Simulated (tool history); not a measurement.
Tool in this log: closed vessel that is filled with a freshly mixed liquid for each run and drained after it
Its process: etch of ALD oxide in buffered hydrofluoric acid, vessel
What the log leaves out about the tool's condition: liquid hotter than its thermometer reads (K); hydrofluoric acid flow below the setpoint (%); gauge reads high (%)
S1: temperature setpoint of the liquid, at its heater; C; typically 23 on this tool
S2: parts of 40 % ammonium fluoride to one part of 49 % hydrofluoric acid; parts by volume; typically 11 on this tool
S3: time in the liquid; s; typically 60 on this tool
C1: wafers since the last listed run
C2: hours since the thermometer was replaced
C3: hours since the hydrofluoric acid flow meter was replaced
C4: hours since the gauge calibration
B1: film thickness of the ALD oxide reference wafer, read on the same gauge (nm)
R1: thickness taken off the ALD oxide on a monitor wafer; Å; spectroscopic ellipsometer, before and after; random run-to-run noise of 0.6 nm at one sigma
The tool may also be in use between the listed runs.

run 1 hour=0 | S1=23 S2=11 S3=30 | C1=0 C2=2672.2 C3=1143.3 C4=241 | B1=79.98 | R1=443.5
run 2 hour=15.5 | S1=23 S2=11 S3=30 | C1=1204 C2=2687.7 C3=1158.8 C4=256.5 | B1=79.99 | R1=449.5
run 3 hour=25.5 | S1=23 S2=11 S3=30 | C1=776 C2=2697.7 C3=1168.8 C4=266.5 | B1=80 | R1=451.4
run 4 hour=39.9 | S1=23 S2=11 S3=60 | C1=1118 C2=2712.1 C3=1183.2 C4=280.9 | B1=79.98 | R1=885.9
run 5 hour=50.8 | S1=23 S2=11 S3=60 | C1=846 C2=2723 C3=1194.1 C4=291.8 | B1=80 | R1=890.7
run 6 hour=63.7 | S1=23 S2=8.5 S3=55 | C1=1002 C2=2735.9 C3=1207 C4=304.7 | B1=79.97 | R1=1046
run 7 hour=78.8 | S1=23 S2=8.5 S3=55 | C1=1173 C2=2751 C3=1222.1 C4=319.8 | B1=79.99 | R1=1039.6
run 8 hour=86.2 | S1=23 S2=8.5 S3=55 | C1=574 C2=2758.4 C3=1229.5 C4=327.2 | B1=80.01 | R1=1029.8
run 9 hour=99.6 | S1=23 S2=11 S3=60 | C1=1041 C2=2771.8 C3=1242.9 C4=340.6 | B1=80.01 | R1=892.5
run 10 hour=106.4 | S1=23 S2=11 S3=60 | C1=528 C2=2778.6 C3=1249.7 C4=347.4 | B1=80.01 | R1=882.2
-- hour=131.3 gauge calibrated
run 11 hour=153.9 | S1=27.5 S2=6.5 S3=30 | C1=3690 C2=2826.1 C3=1297.2 C4=22.6 | B1=79.99 | R1=933.1
run 12 hour=162.7 | S1=23 S2=11 S3=60 | C1=683 C2=2834.9 C3=1306 C4=31.4 | B1=79.98 | R1=884.2
-- hour=168.9 thermometer replaced
run 13 hour=170.4 | S1=27 S2=11 S3=60 | C1=520 C2=1.5 C3=1313.7 C4=39.1 | B1=80 | R1=1103
run 14 hour=177.7 | S1=23 S2=8.5 S3=55 | C1=567 C2=8.8 C3=1321 C4=46.4 | B1=79.99 | R1=1027.3
run 15 hour=187.9 | S1=23 S2=11 S3=60 | C1=792 C2=19 C3=1331.2 C4=56.6 | B1=79.97 | R1=883.3
run 16 hour=200.4 | S1=23 S2=11 S3=60 | C1=971 C2=31.5 C3=1343.7 C4=69.1 | B1=80 | R1=878.4
run 17 hour=206.8 | S1=25 S2=12.5 S3=50 | C1=497 C2=37.9 C3=1350.1 C4=75.5 | B1=80 | R1=721.2
run 18 hour=213.9 | S1=27.5 S2=7.5 S3=40 | C1=551 C2=45 C3=1357.2 C4=82.6 | B1=79.97 | R1=1052.5
run 19 hour=224.6 | S1=23 S2=11 S3=60 | C1=831 C2=55.7 C3=1367.9 C4=93.3 | B1=79.99 | R1=882.1
run 20 hour=233.1 | S1=23 S2=11 S3=60 | C1=660 C2=64.2 C3=1376.4 C4=101.8 | B1=80.02 | R1=876.3
run 21 hour=244.3 | S1=27 S2=13.5 S3=70 | C1=870 C2=75.4 C3=1387.6 C4=113 | B1=79.99 | R1=1043.4
-- hour=259.3 hydrofluoric acid flow meter replaced
run 22 hour=260.5 | S1=23 S2=11 S3=60 | C1=1180 C2=91.6 C3=1.2 C4=129.2 | B1=79.99 | R1=1003.8
run 23 hour=269.3 | S1=26.5 S2=11 S3=80 | C1=683 C2=100.4 C3=10 C4=138 | B1=79.98 | R1=1606.6
run 24 hour=280.1 | S1=19 S2=8 S3=85 | C1=839 C2=111.2 C3=20.8 C4=148.8 | B1=80 | R1=1499.4
run 25 hour=291.2 | S1=23 S2=11 S3=35 | C1=862 C2=122.3 C3=31.9 C4=159.9 | B1=79.99 | R1=580.4
run 26 hour=298.8 | S1=23 S2=11 S3=85 | C1=590 C2=129.9 C3=39.5 C4=167.5 | B1=79.97 | R1=1391.7
run 27 hour=312.7 | S1=23 S2=11 S3=60 | C1=1079 C2=143.8 C3=53.4 C4=181.4 | B1=80.01 | R1=1003.7
run 28 hour=329.3 | S1=23 S2=11 S3=60 | C1=1289 C2=160.4 C3=70 C4=198 | B1=79.98 | R1=985.3
run 29 hour=340.3 | S1=25 S2=11 S3=90 | C1=854 C2=171.4 C3=81 C4=209 | B1=80.01 | R1=1644.3
run 30 hour=356.3 | S1=20.5 S2=14.5 S3=70 | C1=1243 C2=187.4 C3=97 C4=225 | B1=80.01 | R1=759.5
run 31 hour=371 | S1=20 S2=12.5 S3=60 | C1=1142 C2=202.1 C3=111.7 C4=239.7 | B1=80 | R1=737.3
run 32 hour=383.6 | S1=23 S2=9.5 S3=90 | C1=978 C2=214.7 C3=124.3 C4=252.3 | B1=80.02 | R1=1698
run 33 hour=398.3 | S1=23 S2=11 S3=35 | C1=1142 C2=229.4 C3=139 C4=267 | B1=80.01 | R1=579.3
run 34 hour=413.1 | S1=23 S2=11 S3=95 | C1=1149 C2=244.2 C3=153.8 C4=281.8 | B1=80.01 | R1=1549.2

What if the next run were any one of these 4? Each begins from the tool's condition after run 34:
run A hour=413.8 | S1=23 S2=11 S3=60 | C1=54 C2=244.9 C3=154.5 C4=282.5 | B1=? | R1=?
run B hour=413.8 | S1=23 S2=14 S3=40 | C1=54 C2=244.9 C3=154.5 C4=282.5 | B1=? | R1=?
run C hour=413.8 | S1=27.5 S2=8 S3=60 | C1=54 C2=244.9 C3=154.5 C4=282.5 | B1=? | R1=?
run D hour=413.8 | S1=20.5 S2=11 S3=50 | C1=54 C2=244.9 C3=154.5 C4=282.5 | B1=? | R1=?

run=A B1=79.99 R1=979.1
run=B B1=79.99 R1=515.5
run=C B1=79.99 R1=1660.7
run=D B1=79.99 R1=710.4
Had the tool no hidden state, the same runs would have come out as:
run=A R1=993.6
run=B R1=523.2
run=C R1=1688.1
run=D R1=721

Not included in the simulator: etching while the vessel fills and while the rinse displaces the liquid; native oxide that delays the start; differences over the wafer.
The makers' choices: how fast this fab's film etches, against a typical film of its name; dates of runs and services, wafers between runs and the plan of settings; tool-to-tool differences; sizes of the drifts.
